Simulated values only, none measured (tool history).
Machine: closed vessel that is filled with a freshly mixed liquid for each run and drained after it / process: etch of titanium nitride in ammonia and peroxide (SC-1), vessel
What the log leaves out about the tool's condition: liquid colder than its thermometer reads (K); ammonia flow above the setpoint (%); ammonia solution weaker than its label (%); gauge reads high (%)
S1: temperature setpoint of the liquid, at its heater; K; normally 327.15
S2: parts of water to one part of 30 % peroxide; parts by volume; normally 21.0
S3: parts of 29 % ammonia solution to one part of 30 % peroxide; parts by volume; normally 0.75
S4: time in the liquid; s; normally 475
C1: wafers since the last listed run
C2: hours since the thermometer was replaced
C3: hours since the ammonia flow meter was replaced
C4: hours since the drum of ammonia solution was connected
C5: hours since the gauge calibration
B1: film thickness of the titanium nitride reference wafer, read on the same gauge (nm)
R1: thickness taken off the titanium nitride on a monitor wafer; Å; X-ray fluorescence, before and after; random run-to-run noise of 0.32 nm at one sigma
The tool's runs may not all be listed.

run 1 day=0.000 | S1=322.65 S2=21.0 S3=0.75 S4=680 | C1=0 C2=826.8 C3=1793.9 C4=930.2 C5=3648.3 | B1=80.00 | R1=572.8
run 2 day=1.671 | S1=327.15 S2=21.0 S3=0.75 S4=475 | C1=2928 C2=866.9 C3=1834.0 C4=970.3 C5=3688.4 | B1=79.99 | R1=544.8
run 3 day=5.229 | S1=327.15 S2=21.0 S3=0.75 S4=475 | C1=6237 C2=952.3 C3=1919.4 C4=1055.7 C5=3773.8 | B1=80.01 | R1=544.7
run 4 day=8.496 | S1=332.15 S2=21.0 S3=0.75 S4=475 | C1=5726 C2=1030.7 C3=1997.8 C4=1134.1 C5=3852.2 | B1=80.03 | R1=776.3
-- day=11.092 new drum of ammonia solution connected
-- day=11.804 gauge calibrated
run 5 day=12.296 | S1=332.15 S2=21.0 S3=0.75 S4=475 | C1=6587 C2=1121.9 C3=2089.0 C4=28.9 C5=11.8 | B1=80.01 | R1=760.8
run 6 day=15.300 | S1=323.65 S2=21.0 S3=0.75 S4=475 | C1=5265 C2=1194.0 C3=2161.1 C4=101.0 C5=83.9 | B1=80.00 | R1=433.5
-- day=17.379 thermometer replaced
-- day=21.383 ammonia flow meter replaced
run 7 day=21.454 | S1=323.65 S2=21.0 S3=0.75 S4=475 | C1=10641 C2=97.8 C3=1.7 C4=248.7 C5=231.6 | B1=80.02 | R1=422.2
run 8 day=25.308 | S1=327.15 S2=21.0 S3=0.75 S4=475 | C1=6755 C2=190.3 C3=94.2 C4=341.2 C5=324.1 | B1=79.99 | R1=540.4
run 9 day=28.533 | S1=327.15 S2=21.0 S3=0.75 S4=475 | C1=5653 C2=267.7 C3=171.6 C4=418.6 C5=401.5 | B1=80.00 | R1=539.5
run 10 day=30.204 | S1=327.15 S2=21.0 S3=0.75 S4=475 | C1=2928 C2=307.8 C3=211.7 C4=458.7 C5=441.6 | B1=79.99 | R1=541.2
run 11 day=32.946 | S1=327.15 S2=21.0 S3=0.50 S4=475 | C1=4805 C2=373.6 C3=277.5 C4=524.5 C5=507.4 | B1=80.00 | R1=499.2
run 12 day=35.875 | S1=327.15 S2=21.0 S3=0.75 S4=475 | C1=5134 C2=443.9 C3=347.8 C4=594.8 C5=577.7 | B1=80.00 | R1=538.5
run 13 day=40.250 | S1=327.15 S2=21.0 S3=0.75 S4=475 | C1=7668 C2=548.9 C3=452.8 C4=699.8 C5=682.7 | B1=79.97 | R1=539.7
run 14 day=44.646 | S1=327.15 S2=24.5 S3=1.05 S4=475 | C1=7705 C2=654.4 C3=558.3 C4=805.3 C5=788.2 | B1=79.99 | R1=526.4
-- day=56.088 new drum of ammonia solution connected
run 15 day=56.971 | S1=327.15 S2=21.0 S3=0.55 S4=250 | C1=21531 C2=950.2 C3=854.1 C4=21.2 C5=1084.0 | B1=80.00 | R1=271.5
run 16 day=59.712 | S1=327.15 S2=21.0 S3=0.75 S4=475 | C1=4805 C2=1016.0 C3=919.9 C4=87.0 C5=1149.8 | B1=80.01 | R1=543.2
run 17 day=62.850 | S1=327.15 S2=21.0 S3=0.75 S4=475 | C1=5499 C2=1091.3 C3=995.2 C4=162.3 C5=1225.1 | B1=80.02 | R1=543.8
-- day=64.062 thermometer replaced
run 18 day=64.792 | S1=327.15 S2=12.5 S3=0.75 S4=475 | C1=3330 C2=17.5 C3=1041.8 C4=208.9 C5=1271.7 | B1=80.01 | R1=720.7
run 19 day=68.175 | S1=327.15 S2=21.0 S3=0.75 S4=475 | C1=5930 C2=98.7 C3=1123.0 C4=290.1 C5=1352.9 | B1=79.98 | R1=542.0
run 20 day=72.233 | S1=327.15 S2=31.0 S3=0.75 S4=475 | C1=7113 C2=196.1 C3=1220.4 C4=387.5 C5=1450.3 | B1=80.00 | R1=439.7
run 21 day=76.596 | S1=327.15 S2=21.0 S3=0.60 S4=475 | C1=7646 C2=300.8 C3=1325.1 C4=492.2 C5=1555.0 | B1=79.98 | R1=522.1
run 22 day=79.279 | S1=327.15 S2=21.0 S3=0.75 S4=475 | C1=4703 C2=365.2 C3=1389.5 C4=556.6 C5=1619.4 | B1=80.03 | R1=545.1
run 23 day=80.862 | S1=321.65 S2=31.0 S3=0.60 S4=190 | C1=2775 C2=403.2 C3=1427.5 C4=594.6 C5=1657.4 | B1=79.98 | R1=113.7
run 24 day=85.308 | S1=327.15 S2=13.5 S3=0.90 S4=560 | C1=7792 C2=509.9 C3=1534.2 C4=701.3 C5=1764.1 | B1=80.01 | R1=833.4
run 25 day=88.617 | S1=333.15 S2=13.0 S3=0.75 S4=670 | C1=5799 C2=589.3 C3=1613.6 C4=780.7 C5=1843.5 | B1=80.00 | R1=1477.6
run 26 day=91.850 | S1=317.65 S2=27.5 S3=1.05 S4=620 | C1=5667 C2=666.9 C3=1691.2 C4=858.3 C5=1921.1 | B1=80.03 | R1=334.6
-- day=102.183 new drum of ammonia solution connected
run 27 day=103.317 | S1=327.15 S2=21.0 S3=0.75 S4=695 | C1=20026 C2=942.1 C3=1966.4 C4=27.2 C5=2196.3 | B1=80.01 | R1=804.4
run 28 day=106.183 | S1=327.15 S2=13.5 S3=0.90 S4=560 | C1=5024 C2=1010.9 C3=2035.2 C4=96.0 C5=2265.1 | B1=79.99 | R1=843.0

What if the next run were any one of these 3? Each begins from the tool's condition after run 28:
run A day=106.217 | S1=327.15 S2=21.0 S3=0.75 S4=475 | C1=58 C2=1011.7 C3=2036.0 C4=96.8 C5=2265.9 | B1=? | R1=?
run B day=106.217 | S1=327.15 S2=21.0 S3=0.75 S4=660 | C1=58 C2=1011.7 C3=2036.0 C4=96.8 C5=2265.9 | B1=? | R1=?
run C day=106.217 | S1=327.15 S2=29.5 S3=0.75 S4=475 | C1=58 C2=1011.7 C3=2036.0 C4=96.8 C5=2265.9 | B1=? | R1=?

run=A B1=80.00 R1=549.2
run=B B1=80.00 R1=763.2
run=C B1=80.00 R1=454.2
With no hidden state in the tool, these same runs would have given:
run=A R1=539.5
run=B R1=749.7
run=C R1=446.0

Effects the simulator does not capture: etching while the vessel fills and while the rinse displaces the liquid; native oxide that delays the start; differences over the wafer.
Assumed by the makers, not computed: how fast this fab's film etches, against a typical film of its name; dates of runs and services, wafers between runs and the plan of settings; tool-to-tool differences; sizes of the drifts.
